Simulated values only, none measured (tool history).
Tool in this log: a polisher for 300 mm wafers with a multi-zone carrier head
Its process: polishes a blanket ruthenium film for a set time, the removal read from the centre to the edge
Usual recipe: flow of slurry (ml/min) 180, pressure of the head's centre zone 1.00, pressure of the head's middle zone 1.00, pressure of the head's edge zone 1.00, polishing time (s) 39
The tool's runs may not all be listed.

run   hour  flow of slurry (ml/min)  pressure of the head's centre zone  pressure of the head's middle zone  pressure of the head's edge zone  polishing time (s)  wafers since the last listed run  wafers polished on this pad  hours since the slurry nozzle was cleaned  hours since the centre zone pressure was calibrated  hours since the edge zone pressure was calibrated  hours since the carrier head's membrane was replaced  incoming thickness of the incoming film, nm  film removed at the wafer's centre (Å)  film removed at mid-radius (Å)  film removed at the wafer's edge (Å)
  1    0.0                      180                                1.03                                1.00                              1.00                  32                                 0                          544                                      190.6                                               1355.8                                              220.4                                                  40.9                                        252.6                                     223                             209                                   217
  2   22.3                      180                                0.96                                1.00                              1.11                  39                               221                          765                                      212.9                                               1378.1                                              242.7                                                  63.2                                        251.6                                     254                             268                                   280
  3   35.7                      180                                1.00                                1.04                              1.00                  39                               132                          898                                      226.3                                               1391.5                                              256.1                                                  76.6                                        250.9                                     263                             270                                   269
  4   49.5                      180                                1.00                                1.00                              0.92                  39                               136                         1035                                      240.1                                               1405.3                                              269.9                                                  90.4                                        247.4                                     264                             269                                   261
  5   64.8                      180                                1.00                                1.00                              1.00                  39                               151                         1186                                      255.4                                               1420.6                                              285.2                                                 105.7                                        250.3                                     263                             264                                   266
  6   94.3                      225                                1.11                                1.08                              1.00                  31                               292                         1479                                      284.9                                               1450.1                                              314.7                                                 135.2                                        255.4                                     239                             228                                   216
      98.5  -- centre zone pressure recalibrated
  7  116.2                      180                                1.00                                0.91                              1.00                  39                               197                         1676                                      306.8                                                 17.7                                              336.6                                                 157.1                                        250.6                                     260                             243                                   270
  8  151.9                      180                                0.92                                1.10                              1.00                  39                               353                         2030                                      342.5                                                 53.4                                              372.3                                                 192.8                                        253.6                                     243                             281                                   269
     162.4  -- worn pad replaced by a new one
  9  181.4                      235                                1.08                                1.06                              1.07                  39                               252                          188                                      372.0                                                 82.9                                              401.8                                                 222.3                                        250.0                                     292                             290                                   281
 10  216.2                      180                                1.00                                1.00                              1.00                  39                               345                          533                                      406.8                                                117.7                                              436.6                                                 257.1                                        248.0                                     262                             258                                   272
 11  235.2                      180                                1.00                                0.94                              1.07                  50                               188                          721                                      425.8                                                136.7                                              455.6                                                 276.1                                        249.7                                     331                             323                                   357
 12  270.7                      180                                1.00                                1.00                              1.00                  35                               351                         1073                                      461.3                                                172.2                                              491.1                                                 311.6                                        251.4                                     231                             231                                   239
 13  292.6                      180                                1.09                                0.95                              1.00                  39                               217                         1290                                      483.2                                                194.1                                              513.0                                                 333.5                                        253.6                                     287                             251                                   268
 14  317.8                      180                                1.00                                1.00                              1.10                  39                               249                         1540                                      508.4                                                219.3                                              538.2                                                 358.7                                        247.3                                     261                             265                                   284
     348.7  -- worn pad replaced by a new one
 15  352.7                      180                                1.00                                1.00                              1.08                  32                               306                           39                                      543.3                                                254.2                                              573.1                                                 393.6                                        253.2                                     214                             212                                   226
 16  370.0                      180                                1.00                                1.06                              1.00                  39                               171                          210                                      560.6                                                271.5                                              590.4                                                 410.9                                        251.0                                     266                             274                                   263
 17  400.0                      180                                1.00                                1.00                              1.03                  39                               297                          508                                      590.6                                                301.5                                              620.4                                                 440.9                                        253.1                                     262                             267                                   272
 18  418.1                      180                                1.00                                1.00                              1.00                  39                               179                          687                                      608.7                                                319.6                                              638.5                                                 459.0                                        254.9                                     265                             263                                   264
 19  437.0                      180                                1.00                                1.00                              1.08                  39                               187                          875                                      627.6                                                338.5                                              657.4                                                 477.9                                        247.2                                     262                             260                                   275
 20  456.9                      180                                1.00                                0.90                              1.00                  31                               197                         1072                                      647.5                                                358.4                                              677.3                                                 497.8                                        250.5                                     208                             193                                   211
 21  473.6                      180                                1.00                                0.90                              0.92                  50                               165                         1237                                      664.2                                                375.1                                              694.0                                                 514.5                                        249.0                                     338                             309                                   334
 22  492.4                      200                                1.00                                0.95                              0.90                  39                               186                         1424                                      683.0                                                393.9                                              712.8                                                 533.3                                        249.2                                     265                             254                                   260

Across each entry between runs, compare the hidden state at the last listed run before it with the hidden state at the first listed run after it:
Logged between run 6 and run 7: centre zone pressure recalibrated (hour 98.5)
  nothing in the hidden state changes from one run to the other
Logged between run 8 and run 9: worn pad replaced by a new one (hour 162.4)
  nothing in the hidden state changes from one run to the other
Logged between run 14 and run 15: worn pad replaced by a new one (hour 348.7)
  nothing in the hidden state changes from one run to the other

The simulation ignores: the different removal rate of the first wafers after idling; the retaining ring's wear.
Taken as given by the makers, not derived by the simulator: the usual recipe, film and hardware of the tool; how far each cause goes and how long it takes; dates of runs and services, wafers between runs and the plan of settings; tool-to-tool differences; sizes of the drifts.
